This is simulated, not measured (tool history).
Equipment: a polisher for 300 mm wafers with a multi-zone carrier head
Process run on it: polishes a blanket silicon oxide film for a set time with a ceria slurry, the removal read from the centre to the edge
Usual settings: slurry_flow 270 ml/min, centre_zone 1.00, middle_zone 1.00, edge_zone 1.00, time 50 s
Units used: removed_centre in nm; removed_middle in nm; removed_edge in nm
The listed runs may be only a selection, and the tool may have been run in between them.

| run | day | slurry_flow | centre_zone | middle_zone | edge_zone | time | incoming thickness of the incoming film, nm | removed_centre | removed_middle | removed_edge |
|---|---|---|---|---|---|---|---|---|---|---|
| 1 | 0.000 | 270 | 1.00 | 1.00 | 1.00 | 50 | 1469.2 | 342.9 | 338.4 | 355.8 |
|  | 0.250 | worn pad replaced by a new one |
| 2 | 1.692 | 270 | 1.00 | 1.00 | 1.00 | 50 | 1444.4 | 343.9 | 343.8 | 354.6 |
| 3 | 4.992 | 270 | 1.00 | 1.00 | 1.00 | 50 | 1459.4 | 337.0 | 339.7 | 361.4 |
| 4 | 8.283 | 270 | 1.00 | 1.00 | 1.00 | 50 | 1471.2 | 319.8 | 339.0 | 361.8 |
| 5 | 10.496 | 270 | 1.00 | 1.00 | 1.00 | 50 | 1464.9 | 321.2 | 339.6 | 352.8 |
| 6 | 13.862 | 270 | 0.91 | 1.00 | 1.00 | 50 | 1460.3 | 284.5 | 342.3 | 359.4 |
|  | 14.692 | worn pad replaced by a new one |
| 7 | 18.142 | 270 | 1.00 | 0.97 | 1.00 | 50 | 1458.2 | 321.0 | 331.6 | 351.7 |
| 8 | 20.321 | 270 | 1.00 | 0.97 | 1.00 | 50 | 1488.0 | 320.6 | 330.9 | 360.7 |
| 9 | 23.142 | 180 | 1.00 | 1.04 | 1.07 | 43 | 1461.7 | 258.1 | 283.3 | 302.0 |
|  | 26.892 | centre zone pressure recalibrated |
| 10 | 27.575 | 270 | 0.94 | 1.00 | 1.00 | 50 | 1464.7 | 323.8 | 339.7 | 355.2 |
| 11 | 30.929 | 270 | 1.00 | 1.00 | 1.00 | 50 | 1450.3 | 336.7 | 334.6 | 362.0 |
|  | 31.958 | carrier head's membrane replaced by a new one |
|  | 32.008 | slurry nozzle cleaned |
|  | 32.708 | worn pad replaced by a new one |
| 12 | 33.625 | 235 | 0.89 | 1.00 | 1.00 | 50 | 1451.7 | 286.6 | 331.6 | 347.4 |
| 13 | 35.950 | 340 | 1.04 | 1.00 | 0.95 | 62 | 1468.2 | 425.0 | 437.3 | 444.4 |
| 14 | 39.833 | 270 | 1.00 | 1.06 | 1.04 | 50 | 1447.4 | 317.9 | 358.4 | 359.6 |
|  | 41.475 | edge zone pressure recalibrated |
| 15 | 42.058 | 270 | 1.00 | 1.00 | 1.00 | 50 | 1459.3 | 318.4 | 337.8 | 356.9 |
| 16 | 45.533 | 200 | 0.90 | 1.00 | 0.92 | 45 | 1461.1 | 239.4 | 296.4 | 300.5 |
|  | 47.462 | worn pad replaced by a new one |
| 17 | 54.108 | 235 | 1.00 | 1.00 | 1.00 | 50 | 1456.7 | 293.5 | 332.1 | 352.6 |
| 18 | 56.908 | 270 | 1.00 | 0.94 | 1.03 | 42 | 1467.3 | 256.1 | 272.0 | 302.3 |
| 19 | 59.042 | 270 | 1.00 | 1.00 | 1.00 | 50 | 1466.7 | 309.9 | 340.7 | 352.3 |
| 20 | 61.246 | 270 | 1.00 | 1.00 | 1.00 | 59 | 1445.2 | 366.6 | 398.4 | 419.1 |
|  | 62.196 | centre zone pressure recalibrated |
| 21 | 62.833 | 270 | 0.94 | 1.00 | 1.00 | 50 | 1464.9 | 328.1 | 345.7 | 359.9 |

Predict each of these 5 candidate next runs independently; none follows another, all start after run 21:
| A | 62.850 | 270 | 1.00 | 1.09 | 1.00 | 50 | 1443.7 | ? | ? | ? |
| B | 62.850 | 245 | 1.00 | 1.10 | 0.90 | 64 | 1443.7 | ? | ? | ? |
| C | 62.850 | 270 | 1.00 | 0.89 | 1.00 | 39 | 1443.7 | ? | ? | ? |
| D | 62.850 | 270 | 1.00 | 1.00 | 1.00 | 37 | 1443.7 | ? | ? | ? |
| E | 62.850 | 230 | 1.00 | 0.91 | 0.94 | 50 | 1443.7 | ? | ? | ? |

| run | removed_centre | removed_middle | removed_edge |
|---|---|---|---|
| A | 347.6 | 366.7 | 351.3 |
| B | 439.0 | 467.4 | 433.8 |
| C | 270.7 | 241.1 | 274.8 |
| D | 257.0 | 252.2 | 260.3 |
| E | 339.2 | 308.4 | 341.2 |
Stripped of hidden state, with their random variation kept, the same runs would have yielded:
| run | removed_centre | removed_middle | removed_edge |
|---|---|---|---|
| A | 348.6 | 366.7 | 351.3 |
| B | 440.2 | 467.4 | 433.8 |
| C | 271.5 | 241.1 | 274.8 |
| D | 257.8 | 252.2 | 260.3 |
| E | 340.2 | 308.4 | 341.2 |

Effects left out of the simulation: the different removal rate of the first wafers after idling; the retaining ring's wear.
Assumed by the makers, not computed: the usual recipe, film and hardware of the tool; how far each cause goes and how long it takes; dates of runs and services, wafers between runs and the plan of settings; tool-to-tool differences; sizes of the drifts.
